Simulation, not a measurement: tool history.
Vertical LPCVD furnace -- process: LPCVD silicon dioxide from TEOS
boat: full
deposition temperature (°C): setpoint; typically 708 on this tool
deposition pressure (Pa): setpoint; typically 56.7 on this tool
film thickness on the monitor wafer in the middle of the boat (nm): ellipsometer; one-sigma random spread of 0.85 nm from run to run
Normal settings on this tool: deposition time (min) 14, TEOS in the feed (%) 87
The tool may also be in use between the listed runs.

run,hour,deposition temperature (°C),deposition pressure (Pa),deposition time (min),TEOS in the feed (%),wafers since the last listed run,hours since the last temperature calibration,hours since the pressure gauge was zeroed,hours since the TEOS flow controller was replaced,hours since the gauge calibration,"read-back reference wafer on the same gauge, thickness",film thickness on the monitor wafer in the middle of the boat (nm)
1,0,708,56.7,14,87,0,1688.7,2162,6015.3,273.8,158.17,167.81
2,17.2,708,56.7,14,87,145,1705.9,2179.2,6032.5,291,158.07,168.24
3,41,708,56.7,14,87,200,1729.7,2203,6056.3,314.8,158.15,167.19
4,59.7,708,56.7,14,87,157,1748.4,2221.7,6075,333.5,158.01,166.81
5,92.8,708,56.7,14,87,279,1781.5,2254.8,6108.1,366.6,157.96,167.49
6,112.8,708,56.7,14,87,168,1801.5,2274.8,6128.1,386.6,157.78,167.19
7,125.8,708,56.7,14,87,109,1814.5,2287.8,6141.1,399.6,158.07,167.61
# hour 155.6: thermocouples replaced and temperature profile calibrated
8,156.8,708,56.7,14,87,59,1.2,2318.8,6172.1,430.6,158.12,168.73
# hour 184.9: gauge calibrated
9,191,708,56.7,18.5,96,288,35.4,2353,6206.3,6.1,158.07,232.98
10,213.1,708,46.7,10,87,186,57.5,2375.1,6228.4,28.2,158.03,107.98
11,243.8,708,48,18,87,259,88.2,2405.8,6259.1,58.9,158.12,199.13
# hour 281.2: TEOS flow controller replaced
12,281.7,702,46,14,71,117,126.1,2443.7,0.5,96.8,158.12,118.65
13,293,716,56.7,18.5,97,95,137.4,2455,11.8,108.1,157.86,281.02
# hour 334.2: pressure gauge zeroed
14,362.2,708,50.7,16.5,81,381,206.6,28,81,177.3,158,178.97
15,389.7,718,56.7,14,97,232,234.1,55.5,108.5,204.8,158.09,221.94
16,410.6,708,56.7,14,87,176,255,76.4,129.4,225.7,158.14,167.54
17,438.1,708,50.7,16.5,81,232,282.5,103.9,156.9,253.2,157.96,180.08

What was the tool's hidden state at every run in the log?
true tube temperature minus thermocouple reading, K: 0, the same for each run
true pressure minus gauge reading, mTorr: 0, the same for each run
deviation of the TEOS flow from its setpoint, %: 0, the same for each run
gauge reads high (%): 0, the same for each run
